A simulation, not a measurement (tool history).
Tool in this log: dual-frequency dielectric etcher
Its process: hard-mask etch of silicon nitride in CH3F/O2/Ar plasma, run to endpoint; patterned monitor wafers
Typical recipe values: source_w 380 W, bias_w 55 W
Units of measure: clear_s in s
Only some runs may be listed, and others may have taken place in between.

run,hour,source_w,bias_w,"incoming incoming film thickness, nm",clear_s
1,0,380,55,39.71,58.6
2,101.2,380,51,39.67,59.8
3,148.9,380,51,40.3,59.6
# hour 326.8: wet clean of the chamber
4,457.2,450,55,40.05,56.6
5,501.5,450,55,39.74,55.6
6,556,380,55,40.02,59.3
7,629.2,380,55,39.83,58.4
8,688,380,55,39.91,58.1
9,762.8,380,55,39.52,56.6
10,832.8,420,65,40.03,53.2
11,916.6,420,65,39.81,52.4
12,964.8,420,65,39.93,52.1
# hour 1013.3: wet clean of the chamber
13,1031.1,380,55,39.76,61.6
14,1101.2,380,59,39.92,59.9
15,1207.3,380,59,39.91,59.1
16,1256.1,380,59,39.71,58.3
# hour 1333.5: upper electrode replaced
17,1334,470,65,39.85,52.9
# hour 1354.3: source power generator calibrated
18,1404.7,380,55,39.89,60
19,1477.9,320,59,39.96,61
# hour 1584.3: wet clean of the chamber
20,1644.9,280,51,39.71,67.9
21,1712.4,380,55,39.59,59.3
22,1772.1,380,60,39.45,57.4
23,1853.1,380,63,40.07,57.1
# hour 1863.8: bias power generator calibrated
24,1942.7,340,50,40.19,63
25,2009,460,45,39.54,58.3
26,2067.1,420,51,39.59,57.6
27,2139.9,350,67,39.99,55.8
# hour 2180.7: wet clean of the chamber
28,2208.1,330,49,39.81,65.7
29,2284.7,330,45,40,66.5
30,2369,380,55,39.97,59.7
31,2429.6,380,45,39.7,62.9
32,2479.5,380,61,40.1,57.2
33,2544.3,340,42,39.99,66.4
34,2608.7,380,55,40.2,59.1
35,2681.8,320,55,40.28,61.3
# hour 2734.8: wet clean of the chamber
36,2774.7,460,55,39.51,56.5

Hidden state or all else? Some run-to-run changes of clear_s, split into what the settings, what came in and random variation would give without the hidden state, and what is left for the hidden state (with any gauge scatter that isn't in both results):
Hidden state at play: etch rate over this chamber's usual, %; source power that arrives over what is set, %; bias power that arrives over what is set, %.
Run 12 -> 13: source_w 420 -> 380, bias_w 65 -> 55, wet clean of the chamber. clear_s +9.5 s: hidden state +4.1, all else +5.4.
Run 27 -> 28: source_w 350 -> 330, bias_w 67 -> 49, wet clean of the chamber. clear_s +9.9 s: hidden state +2.3, all else +7.6.
Run 32 -> 33: source_w 380 -> 340, bias_w 61 -> 42. clear_s +9.2 s: hidden state -0.5, all else +9.7.
Run 35 -> 36: source_w 320 -> 460, wet clean of the chamber. clear_s -4.8 s: hidden state +2.6, all else -7.4.

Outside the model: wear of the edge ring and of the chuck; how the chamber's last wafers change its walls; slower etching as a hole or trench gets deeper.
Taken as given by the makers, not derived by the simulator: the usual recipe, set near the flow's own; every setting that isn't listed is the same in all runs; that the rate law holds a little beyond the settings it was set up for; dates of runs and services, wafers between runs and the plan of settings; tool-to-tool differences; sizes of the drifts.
